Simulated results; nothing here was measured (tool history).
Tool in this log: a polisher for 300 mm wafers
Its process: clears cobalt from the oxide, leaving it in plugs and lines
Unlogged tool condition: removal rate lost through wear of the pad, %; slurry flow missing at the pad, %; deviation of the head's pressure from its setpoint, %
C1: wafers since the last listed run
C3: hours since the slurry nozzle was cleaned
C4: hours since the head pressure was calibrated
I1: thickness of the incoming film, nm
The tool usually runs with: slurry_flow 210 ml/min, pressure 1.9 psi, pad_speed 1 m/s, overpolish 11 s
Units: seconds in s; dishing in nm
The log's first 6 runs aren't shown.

run 7 hour=149.8 | slurry_flow=210 pressure=1.6 pad_speed=1 overpolish=11 | C1=180 wafers_polished_on_this_pad=298 C3=177.4 C4=693.5 | I1=274.6 | seconds=73.5 dishing=26.5
run 8 hour=176.1 | slurry_flow=210 pressure=1.6 pad_speed=1 overpolish=11 | C1=153 wafers_polished_on_this_pad=451 C3=203.7 C4=719.8 | I1=280.4 | seconds=75.1 dishing=28.1
run 9 hour=196.9 | slurry_flow=210 pressure=1.6 pad_speed=1 overpolish=11 | C1=121 wafers_polished_on_this_pad=573 C3=224.5 C4=740.6 | I1=279.4 | seconds=73.4 dishing=25.9
run 10 hour=218.5 | slurry_flow=210 pressure=1.9 pad_speed=1 overpolish=11 | C1=126 wafers_polished_on_this_pad=699 C3=246.1 C4=762.2 | I1=282.3 | seconds=62.2 dishing=29.7
run 11 hour=238.2 | slurry_flow=210 pressure=1.9 pad_speed=1 overpolish=11 | C1=114 wafers_polished_on_this_pad=814 C3=265.8 C4=781.9 | I1=277.6 | seconds=63.3 dishing=29.5
run 12 hour=261.4 | slurry_flow=210 pressure=1.9 pad_speed=1 overpolish=11 | C1=135 wafers_polished_on_this_pad=949 C3=289 C4=805.1 | I1=279.1 | seconds=65.7 dishing=28.2
-- hour=290.8 worn pad replaced by a new one
run 13 hour=291.3 | slurry_flow=210 pressure=1.9 pad_speed=1 overpolish=11 | C1=151 wafers_polished_on_this_pad=3 C3=318.9 C4=835 | I1=278.1 | seconds=63.2 dishing=28.9
run 14 hour=311.7 | slurry_flow=210 pressure=1.9 pad_speed=1 overpolish=11 | C1=119 wafers_polished_on_this_pad=122 C3=339.3 C4=855.4 | I1=278.1 | seconds=64.4 dishing=29.6
run 15 hour=346.8 | slurry_flow=210 pressure=1.9 pad_speed=0.72 overpolish=11 | C1=204 wafers_polished_on_this_pad=326 C3=374.4 C4=890.5 | I1=282.8 | seconds=84.3 dishing=24.6
run 16 hour=376 | slurry_flow=210 pressure=1.9 pad_speed=0.72 overpolish=11 | C1=170 wafers_polished_on_this_pad=497 C3=403.6 C4=919.7 | I1=279.6 | seconds=86.4 dishing=23.3
run 17 hour=401.6 | slurry_flow=270 pressure=1.9 pad_speed=1.36 overpolish=11 | C1=149 wafers_polished_on_this_pad=646 C3=429.2 C4=945.3 | I1=278.7 | seconds=47 dishing=34.7
run 18 hour=422.7 | slurry_flow=230 pressure=1.3 pad_speed=0.7 overpolish=11 | C1=123 wafers_polished_on_this_pad=769 C3=450.3 C4=966.4 | I1=283.4 | seconds=117.9 dishing=18.5
-- hour=450.2 worn pad replaced by a new one
run 19 hour=450.8 | slurry_flow=190 pressure=1.6 pad_speed=1 overpolish=5 | C1=140 wafers_polished_on_this_pad=3 C3=478.4 C4=994.5 | I1=283.7 | seconds=78.9 dishing=13.6
run 20 hour=467.5 | slurry_flow=210 pressure=1.9 pad_speed=1 overpolish=11 | C1=97 wafers_polished_on_this_pad=101 C3=495.1 C4=1011.2 | I1=281.5 | seconds=64.3 dishing=30.1
run 21 hour=490.8 | slurry_flow=210 pressure=1.9 pad_speed=1.1 overpolish=11 | C1=135 wafers_polished_on_this_pad=237 C3=518.4 C4=1034.5 | I1=278.9 | seconds=58.9 dishing=30.5
run 22 hour=521.9 | slurry_flow=210 pressure=1.9 pad_speed=1 overpolish=11 | C1=181 wafers_polished_on_this_pad=418 C3=549.5 C4=1065.6 | I1=274 | seconds=63.2 dishing=28.8
-- hour=524.4 slurry nozzle cleaned
run 23 hour=546 | slurry_flow=210 pressure=1.9 pad_speed=0.84 overpolish=11 | C1=134 wafers_polished_on_this_pad=553 C3=21.6 C4=1089.7 | I1=281.5 | seconds=75.6 dishing=27.2
-- hour=564.8 head pressure recalibrated
run 24 hour=565.3 | slurry_flow=210 pressure=1.7 pad_speed=1 overpolish=11 | C1=100 wafers_polished_on_this_pad=654 C3=40.9 C4=0.5 | I1=284.1 | seconds=71.7 dishing=27.7
run 25 hour=589.6 | slurry_flow=260 pressure=1.3 pad_speed=1.2 overpolish=16 | C1=141 wafers_polished_on_this_pad=796 C3=65.2 C4=24.8 | I1=283.5 | seconds=72.6 dishing=33.8
-- hour=649.3 worn pad replaced by a new one
run 26 hour=652.9 | slurry_flow=275 pressure=1.9 pad_speed=1.16 overpolish=11 | C1=346 wafers_polished_on_this_pad=20 C3=128.5 C4=88.1 | I1=278.7 | seconds=53.9 dishing=33
run 27 hour=688.7 | slurry_flow=190 pressure=1.6 pad_speed=1 overpolish=5 | C1=208 wafers_polished_on_this_pad=229 C3=164.3 C4=123.9 | I1=277.9 | seconds=74.7 dishing=13.9

Run 28 has not been measured yet. What should we expect?
run 28 hour=715.9 | slurry_flow=210 pressure=1.9 pad_speed=1 overpolish=11 | C1=158 wafers_polished_on_this_pad=388 C3=191.5 C4=151.1 | I1=283.5 | seconds=? dishing=?

Logged for run 28: seconds 66.3 s, dishing 29.3 nm.
On a tool with no hidden condition, and with the same random variation, this run would have come out at seconds 66.3 s, dishing 29.3 nm.
